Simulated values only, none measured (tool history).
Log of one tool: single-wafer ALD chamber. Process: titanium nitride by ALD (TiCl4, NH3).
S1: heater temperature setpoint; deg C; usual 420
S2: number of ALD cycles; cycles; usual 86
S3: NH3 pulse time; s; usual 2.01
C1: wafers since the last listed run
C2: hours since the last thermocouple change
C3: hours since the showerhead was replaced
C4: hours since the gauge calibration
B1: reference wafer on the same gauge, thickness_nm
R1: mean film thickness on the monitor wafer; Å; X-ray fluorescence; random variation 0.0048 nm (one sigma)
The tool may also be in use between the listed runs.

run    hour   S1   S2    S3   C1      C2      C3      C4     B1     R1
  1       0  413   86  2.57    0  1163.4  1578.6   292.2  2.252  19.26
  2    37.4  420   86  2.01   86  1200.8    1616   329.6  2.254  19.14
  3   102.5  420   86  2.01  150  1265.9  1681.1   394.7  2.256  19.16
  4   182.4  420   86  2.01  184  1345.8    1761   474.6  2.257   19.1
  5   282.5  420   86  2.01  230  1445.9  1861.1   574.7   2.26  19.19
  6   323.3  420   86  2.01   94  1486.7  1901.9   615.5  2.263  19.24
  7   411.1  420   86  2.01  202  1574.5  1989.7   703.3  2.265  19.12
  8   562.2  420   86  1.64  348  1725.6  2140.8   854.4  2.272  19.26
  9   599.6  420   86  2.01   86    1763  2178.2   891.8  2.272   19.3
 10   691.3  420   86   2.4  211  1854.7  2269.9   983.5  2.282  19.42
 11   760.4  420   86   2.4  159  1923.8    2339  1052.6  2.287  19.47
 12   821.6  420   95  2.01  141    1985  2400.2  1113.8  2.289  21.49
 13   861.4  420   86  1.64   91  2024.8    2440  1153.6  2.292  19.27
 14   904.1  435   79  2.43   98  2067.5  2482.7  1196.3  2.295  17.93
      931.3  -- gauge calibrated
 15  1011.7  426   78  1.46  248  2175.1  2590.3    80.4   2.25  17.23
 16  1052.1  428   73  1.42   93  2215.5  2630.7   120.8  2.251   16.1
 17  1131.6  416   86  1.44  183    2295  2710.2   200.3  2.251  18.83
 18  1196.5  411  102  2.37  149  2359.9  2775.1   265.2  2.254  22.73
     1208.7  -- thermocouple changed; heater temperature recalibrated
 19  1282.8  425   92  2.01  180    74.1  2861.4   351.5  2.255  20.49
     1312.6  -- showerhead replaced
 20  1351.1  420   93  2.01  139   142.4    38.5   419.8  2.256  20.72
 21  1433.9  420   86  2.01  190   225.2   121.3   502.6  2.258  19.18
 22  1536.3  426   86   1.3  236   327.6   223.7     605  2.262  19.04
 23    1623  420   86  2.01  199   414.3   310.4   691.7  2.268  19.25
 24  1686.8  420   86  2.01  147   478.1   374.2   755.5  2.269  19.23

5 ways to go on from here, each from the tool as it stands after run 24. What would each give?
  A  1687.4  420  86  2.01   1  478.7  374.8  756.1   ?   ?
  B  1687.4  434  86  2.01   1  478.7  374.8  756.1   ?   ?
  C  1687.4  420  78  2.01   1  478.7  374.8  756.1   ?   ?
  D  1687.4  420  78  2.36   1  478.7  374.8  756.1   ?   ?
  E  1687.4  435  95  2.01   1  478.7  374.8  756.1   ?   ?

run     B1     R1
  A  2.269  19.26
  B  2.269   19.3
  C  2.269  17.47
  D  2.269  17.54
  E  2.269  21.32
Without the tool's hidden state the same runs would have given:
run     R1
  A   19.1
  B  19.13
  C  17.32
  D  17.39
  E  21.13

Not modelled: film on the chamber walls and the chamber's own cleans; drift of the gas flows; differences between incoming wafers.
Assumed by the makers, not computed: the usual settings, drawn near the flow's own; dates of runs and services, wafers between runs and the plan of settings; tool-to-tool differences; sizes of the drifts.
